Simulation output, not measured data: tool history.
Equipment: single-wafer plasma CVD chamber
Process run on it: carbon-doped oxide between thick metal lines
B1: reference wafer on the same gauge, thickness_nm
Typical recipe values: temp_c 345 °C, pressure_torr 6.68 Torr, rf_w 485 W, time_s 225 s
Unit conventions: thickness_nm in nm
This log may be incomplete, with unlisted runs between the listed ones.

{"run": 1, "day": 0.0, "temp_c": 337, "pressure_torr": 6.68, "rf_w": 410, "time_s": 225, "B1": 940.231, "thickness_nm": 1035.421}
{"run": 2, "day": 1.15, "temp_c": 345, "pressure_torr": 6.68, "rf_w": 485, "time_s": 225, "B1": 939.851, "thickness_nm": 1149.46}
{"run": 3, "day": 2.058, "temp_c": 345, "pressure_torr": 6.68, "rf_w": 485, "time_s": 225, "B1": 939.139, "thickness_nm": 1143.287}
{"run": 4, "day": 2.654, "temp_c": 345, "pressure_torr": 6.68, "rf_w": 485, "time_s": 225, "B1": 940.231, "thickness_nm": 1145.039}
{"run": 5, "day": 3.529, "temp_c": 345, "pressure_torr": 6.68, "rf_w": 485, "time_s": 225, "B1": 940.094, "thickness_nm": 1144.787}
{"run": 6, "day": 4.071, "temp_c": 354, "pressure_torr": 5.37, "rf_w": 485, "time_s": 225, "B1": 939.315, "thickness_nm": 1090.292}
{"run": 7, "day": 5.258, "temp_c": 354, "pressure_torr": 5.37, "rf_w": 485, "time_s": 225, "B1": 939.248, "thickness_nm": 1084.692}
{"run": 8, "day": 6.65, "temp_c": 354, "pressure_torr": 5.37, "rf_w": 485, "time_s": 225, "B1": 940.703, "thickness_nm": 1089.504}
{"run": 9, "day": 7.288, "temp_c": 345, "pressure_torr": 6.68, "rf_w": 485, "time_s": 225, "B1": 939.296, "thickness_nm": 1146.075}
{"run": 10, "day": 7.958, "temp_c": 345, "pressure_torr": 7.44, "rf_w": 485, "time_s": 225, "B1": 940.512, "thickness_nm": 1157.664}
{"run": 11, "day": 8.975, "temp_c": 345, "pressure_torr": 7.44, "rf_w": 485, "time_s": 225, "B1": 940.481, "thickness_nm": 1150.127}
{"run": 12, "day": 10.054, "temp_c": 345, "pressure_torr": 6.68, "rf_w": 485, "time_s": 225, "B1": 939.947, "thickness_nm": 1141.511}
{"day": 11.154, "done": "RF generator calibrated"}
{"run": 13, "day": 11.358, "temp_c": 339, "pressure_torr": 6.68, "rf_w": 485, "time_s": 225, "B1": 939.648, "thickness_nm": 1169.968}
{"run": 14, "day": 12.062, "temp_c": 345, "pressure_torr": 6.68, "rf_w": 485, "time_s": 225, "B1": 940.601, "thickness_nm": 1140.265}
{"run": 15, "day": 13.254, "temp_c": 339, "pressure_torr": 6.68, "rf_w": 485, "time_s": 201, "B1": 939.889, "thickness_nm": 1040.666}
{"day": 14.158, "done": "thermocouple changed; heater temperature recalibrated"}
{"run": 16, "day": 14.292, "temp_c": 339, "pressure_torr": 5.3, "rf_w": 485, "time_s": 245, "B1": 941.188, "thickness_nm": 1254.329}
{"run": 17, "day": 14.929, "temp_c": 345, "pressure_torr": 8.3, "rf_w": 445, "time_s": 225, "B1": 940.15, "thickness_nm": 1107.899}
{"day": 15.096, "done": "gauge calibrated"}
{"run": 18, "day": 15.883, "temp_c": 345, "pressure_torr": 6.68, "rf_w": 485, "time_s": 225, "B1": 939.766, "thickness_nm": 1157.062}
{"day": 16.525, "done": "capacitance manometer re-zeroed and calibrated"}
{"run": 19, "day": 16.858, "temp_c": 345, "pressure_torr": 7.44, "rf_w": 485, "time_s": 225, "B1": 939.59, "thickness_nm": 1169.201}
{"day": 17.658, "done": "showerhead replaced"}
{"run": 20, "day": 17.692, "temp_c": 345, "pressure_torr": 6.1, "rf_w": 485, "time_s": 263, "B1": 939.004, "thickness_nm": 1342.083}
{"run": 21, "day": 18.646, "temp_c": 345, "pressure_torr": 5.16, "rf_w": 560, "time_s": 225, "B1": 940.066, "thickness_nm": 1230.535}
{"run": 22, "day": 19.829, "temp_c": 345, "pressure_torr": 6.68, "rf_w": 485, "time_s": 225, "B1": 940.371, "thickness_nm": 1154.805}
{"run": 23, "day": 21.262, "temp_c": 345, "pressure_torr": 8.32, "rf_w": 535, "time_s": 225, "B1": 940.396, "thickness_nm": 1253.428}
{"run": 24, "day": 22.475, "temp_c": 336, "pressure_torr": 5.84, "rf_w": 485, "time_s": 181, "B1": 939.935, "thickness_nm": 946.679}
{"run": 25, "day": 23.388, "temp_c": 345, "pressure_torr": 8.03, "rf_w": 540, "time_s": 225, "B1": 940.625, "thickness_nm": 1252.682}
{"run": 26, "day": 24.046, "temp_c": 345, "pressure_torr": 6.68, "rf_w": 425, "time_s": 225, "B1": 940.959, "thickness_nm": 1047.627}

Here are 3 independent what-if runs from the current tool condition. What would each one return?
{"run": "A", "day": 24.067, "temp_c": 345, "pressure_torr": 5.32, "rf_w": 485, "time_s": 225, "B1": "?", "thickness_nm": "?"}
{"run": "B", "day": 24.067, "temp_c": 345, "pressure_torr": 6.68, "rf_w": 430, "time_s": 248, "B1": "?", "thickness_nm": "?"}
{"run": "C", "day": 24.067, "temp_c": 345, "pressure_torr": 8.32, "rf_w": 445, "time_s": 225, "B1": "?", "thickness_nm": "?"}

run=A B1=940.061 thickness_nm=1127.802
run=B B1=940.061 thickness_nm=1171.44
run=C B1=940.061 thickness_nm=1109.492
Without the tool's hidden state the same runs would have given:
run=A thickness_nm=1132.794
run=B thickness_nm=1176.625
run=C thickness_nm=1114.404

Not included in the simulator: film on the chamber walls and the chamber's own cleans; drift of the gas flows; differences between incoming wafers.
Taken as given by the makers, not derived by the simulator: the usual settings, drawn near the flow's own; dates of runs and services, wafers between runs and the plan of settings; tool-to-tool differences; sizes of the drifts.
